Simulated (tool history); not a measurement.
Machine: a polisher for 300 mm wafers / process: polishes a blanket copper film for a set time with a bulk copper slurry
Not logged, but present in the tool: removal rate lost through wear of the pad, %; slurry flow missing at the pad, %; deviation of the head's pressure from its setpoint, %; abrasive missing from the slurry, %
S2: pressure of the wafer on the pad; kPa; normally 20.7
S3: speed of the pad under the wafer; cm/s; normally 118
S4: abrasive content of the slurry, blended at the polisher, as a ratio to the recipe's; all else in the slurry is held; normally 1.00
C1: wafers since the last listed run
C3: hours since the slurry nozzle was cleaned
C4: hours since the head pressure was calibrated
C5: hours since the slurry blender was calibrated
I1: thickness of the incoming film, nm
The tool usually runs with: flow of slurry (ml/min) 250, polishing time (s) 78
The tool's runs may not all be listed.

run 1 day=0.000 | flow_of_slurry_(ml/min)=190 S2=20.7 S3=98 S4=1.00 polishing_time_(s)=78 | C1=0 wafers_polished_on_this_pad=1457 C3=381.8 C4=402.2 C5=234.4 | I1=2877.1 | film_removed_(Å)=6755
-- day=0.329 slurry nozzle cleaned
run 2 day=2.575 | flow_of_slurry_(ml/min)=250 S2=20.7 S3=118 S4=0.80 polishing_time_(s)=88 | C1=377 wafers_polished_on_this_pad=1835 C3=53.9 C4=464.0 C5=296.2 | I1=2833.2 | film_removed_(Å)=8963
-- day=3.262 worn pad replaced by a new one
run 3 day=5.533 | flow_of_slurry_(ml/min)=250 S2=20.7 S3=118 S4=0.80 polishing_time_(s)=88 | C1=416 wafers_polished_on_this_pad=338 C3=124.9 C4=535.0 C5=367.2 | I1=2900.5 | film_removed_(Å)=8514
-- day=6.279 slurry blender recalibrated
run 4 day=6.908 | flow_of_slurry_(ml/min)=250 S2=22.8 S3=118 S4=1.00 polishing_time_(s)=78 | C1=192 wafers_polished_on_this_pad=531 C3=157.9 C4=568.0 C5=15.1 | I1=2833.4 | film_removed_(Å)=9165
run 5 day=9.021 | flow_of_slurry_(ml/min)=250 S2=20.7 S3=118 S4=1.00 polishing_time_(s)=78 | C1=315 wafers_polished_on_this_pad=846 C3=208.6 C4=618.7 C5=65.8 | I1=2837.3 | film_removed_(Å)=8451
run 6 day=11.483 | flow_of_slurry_(ml/min)=250 S2=20.7 S3=118 S4=1.00 polishing_time_(s)=78 | C1=367 wafers_polished_on_this_pad=1213 C3=267.7 C4=677.8 C5=124.9 | I1=2861.4 | film_removed_(Å)=8544
run 7 day=13.758 | flow_of_slurry_(ml/min)=250 S2=20.7 S3=118 S4=1.00 polishing_time_(s)=78 | C1=339 wafers_polished_on_this_pad=1552 C3=322.3 C4=732.4 C5=179.5 | I1=2857.2 | film_removed_(Å)=8317
-- day=14.433 slurry nozzle cleaned
run 8 day=15.842 | flow_of_slurry_(ml/min)=250 S2=17.9 S3=118 S4=1.00 polishing_time_(s)=78 | C1=304 wafers_polished_on_this_pad=1857 C3=33.8 C4=782.4 C5=229.5 | I1=2890.9 | film_removed_(Å)=7080
run 9 day=17.383 | flow_of_slurry_(ml/min)=250 S2=24.1 S3=100 S4=1.00 polishing_time_(s)=78 | C1=229 wafers_polished_on_this_pad=2087 C3=70.8 C4=819.4 C5=266.5 | I1=2862.4 | film_removed_(Å)=8086
-- day=19.225 worn pad replaced by a new one
run 10 day=19.358 | flow_of_slurry_(ml/min)=250 S2=24.1 S3=100 S4=1.00 polishing_time_(s)=78 | C1=269 wafers_polished_on_this_pad=20 C3=118.2 C4=866.8 C5=313.9 | I1=2903.8 | film_removed_(Å)=8094
run 11 day=21.154 | flow_of_slurry_(ml/min)=250 S2=26.2 S3=118 S4=1.00 polishing_time_(s)=78 | C1=267 wafers_polished_on_this_pad=287 C3=161.3 C4=909.9 C5=357.0 | I1=2836.0 | film_removed_(Å)=10106
run 12 day=22.362 | flow_of_slurry_(ml/min)=250 S2=26.2 S3=118 S4=1.00 polishing_time_(s)=78 | C1=180 wafers_polished_on_this_pad=468 C3=190.3 C4=938.9 C5=386.0 | I1=2857.6 | film_removed_(Å)=10296
-- day=24.838 slurry blender recalibrated
run 13 day=24.862 | flow_of_slurry_(ml/min)=250 S2=16.5 S3=118 S4=1.00 polishing_time_(s)=84 | C1=360 wafers_polished_on_this_pad=828 C3=250.3 C4=998.9 C5=0.6 | I1=2872.2 | film_removed_(Å)=7367
run 14 day=27.675 | flow_of_slurry_(ml/min)=250 S2=18.6 S3=82 S4=1.00 polishing_time_(s)=78 | C1=419 wafers_polished_on_this_pad=1248 C3=317.8 C4=1066.4 C5=68.1 | I1=2830.5 | film_removed_(Å)=5408
run 15 day=30.033 | flow_of_slurry_(ml/min)=250 S2=26.2 S3=82 S4=1.00 polishing_time_(s)=78 | C1=351 wafers_polished_on_this_pad=1599 C3=374.4 C4=1123.0 C5=124.7 | I1=2891.9 | film_removed_(Å)=7483
-- day=30.383 slurry nozzle cleaned
run 16 day=31.858 | flow_of_slurry_(ml/min)=195 S2=20.7 S3=118 S4=1.30 polishing_time_(s)=78 | C1=265 wafers_polished_on_this_pad=1865 C3=35.4 C4=1166.8 C5=168.5 | I1=2893.0 | film_removed_(Å)=8644
-- day=34.704 worn pad replaced by a new one
run 17 day=34.725 | flow_of_slurry_(ml/min)=295 S2=20.7 S3=118 S4=1.15 polishing_time_(s)=78 | C1=402 wafers_polished_on_this_pad=3 C3=104.2 C4=1235.6 C5=237.3 | I1=2894.8 | film_removed_(Å)=8842
run 18 day=35.996 | flow_of_slurry_(ml/min)=250 S2=20.7 S3=118 S4=1.00 polishing_time_(s)=78 | C1=189 wafers_polished_on_this_pad=192 C3=134.7 C4=1266.1 C5=267.8 | I1=2871.9 | film_removed_(Å)=8137
run 19 day=37.746 | flow_of_slurry_(ml/min)=185 S2=17.2 S3=118 S4=1.00 polishing_time_(s)=78 | C1=260 wafers_polished_on_this_pad=453 C3=176.7 C4=1308.1 C5=309.8 | I1=2852.5 | film_removed_(Å)=6495
run 20 day=39.662 | flow_of_slurry_(ml/min)=250 S2=20.7 S3=118 S4=1.00 polishing_time_(s)=78 | C1=285 wafers_polished_on_this_pad=739 C3=222.7 C4=1354.1 C5=355.8 | I1=2883.7 | film_removed_(Å)=8061
-- day=40.338 slurry blender recalibrated
-- day=40.462 head pressure recalibrated
run 21 day=41.812 | flow_of_slurry_(ml/min)=250 S2=20.7 S3=118 S4=1.00 polishing_time_(s)=57 | C1=295 wafers_polished_on_this_pad=1035 C3=274.3 C4=32.4 C5=35.4 | I1=2818.6 | film_removed_(Å)=6101
run 22 day=43.304 | flow_of_slurry_(ml/min)=205 S2=16.5 S3=118 S4=1.00 polishing_time_(s)=78 | C1=222 wafers_polished_on_this_pad=1257 C3=310.1 C4=68.2 C5=71.2 | I1=2812.1 | film_removed_(Å)=6627
-- day=43.908 slurry nozzle cleaned
run 23 day=44.388 | flow_of_slurry_(ml/min)=185 S2=17.2 S3=118 S4=1.00 polishing_time_(s)=78 | C1=155 wafers_polished_on_this_pad=1413 C3=11.5 C4=94.2 C5=97.2 | I1=2862.2 | film_removed_(Å)=6736
run 24 day=47.183 | flow_of_slurry_(ml/min)=250 S2=20.7 S3=118 S4=1.00 polishing_time_(s)=78 | C1=416 wafers_polished_on_this_pad=1829 C3=78.6 C4=161.3 C5=164.3 | I1=2866.3 | film_removed_(Å)=8357
run 25 day=48.188 | flow_of_slurry_(ml/min)=250 S2=23.4 S3=132 S4=0.75 polishing_time_(s)=78 | C1=149 wafers_polished_on_this_pad=1979 C3=102.7 C4=185.4 C5=188.4 | I1=2864.4 | film_removed_(Å)=10021
-- day=51.092 worn pad replaced by a new one
run 26 day=51.112 | flow_of_slurry_(ml/min)=250 S2=20.7 S3=118 S4=1.00 polishing_time_(s)=78 | C1=411 wafers_polished_on_this_pad=3 C3=172.9 C4=255.6 C5=258.6 | I1=2906.0 | film_removed_(Å)=8199
run 27 day=52.883 | flow_of_slurry_(ml/min)=250 S2=20.7 S3=118 S4=1.00 polishing_time_(s)=78 | C1=264 wafers_polished_on_this_pad=267 C3=215.4 C4=298.1 C5=301.1 | I1=2855.2 | film_removed_(Å)=8295
run 28 day=55.854 | flow_of_slurry_(ml/min)=250 S2=20.7 S3=108 S4=1.00 polishing_time_(s)=52 | C1=443 wafers_polished_on_this_pad=710 C3=286.7 C4=369.4 C5=372.4 | I1=2864.1 | film_removed_(Å)=4915
-- day=56.404 slurry blender recalibrated
run 29 day=60.317 | flow_of_slurry_(ml/min)=250 S2=18.6 S3=100 S4=1.00 polishing_time_(s)=78 | C1=653 wafers_polished_on_this_pad=1363 C3=393.8 C4=476.5 C5=93.9 | I1=2869.9 | film_removed_(Å)=6607
-- day=60.692 slurry nozzle cleaned
run 30 day=62.225 | flow_of_slurry_(ml/min)=250 S2=18.6 S3=118 S4=0.75 polishing_time_(s)=78 | C1=278 wafers_polished_on_this_pad=1641 C3=36.8 C4=522.3 C5=139.7 | I1=2832.1 | film_removed_(Å)=7126
run 31 day=63.329 | flow_of_slurry_(ml/min)=250 S2=24.8 S3=118 S4=1.00 polishing_time_(s)=56 | C1=164 wafers_polished_on_this_pad=1806 C3=63.3 C4=548.8 C5=166.2 | I1=2880.7 | film_removed_(Å)=7159

Branching from run 31: 3 alternative next runs. What would each branch give?
run A day=63.350 | flow_of_slurry_(ml/min)=220 S2=20.7 S3=118 S4=1.00 polishing_time_(s)=78 | C1=3 wafers_polished_on_this_pad=1809 C3=63.8 C4=549.3 C5=166.7 | I1=2861.6 | film_removed_(Å)=?
run B day=63.350 | flow_of_slurry_(ml/min)=250 S2=15.2 S3=118 S4=1.00 polishing_time_(s)=68 | C1=3 wafers_polished_on_this_pad=1809 C3=63.8 C4=549.3 C5=166.7 | I1=2861.6 | film_removed_(Å)=?
run C day=63.350 | flow_of_slurry_(ml/min)=170 S2=24.8 S3=118 S4=1.00 polishing_time_(s)=78 | C1=3 wafers_polished_on_this_pad=1809 C3=63.8 C4=549.3 C5=166.7 | I1=2861.6 | film_removed_(Å)=?

run=A film_removed_(Å)=8143
run=B film_removed_(Å)=5285
run=C film_removed_(Å)=9417
The same runs, with their run-to-run variation unchanged, on a tool lacking any hidden condition would have given:
run=A film_removed_(Å)=8255
run=B film_removed_(Å)=5357
run=C film_removed_(Å)=9546
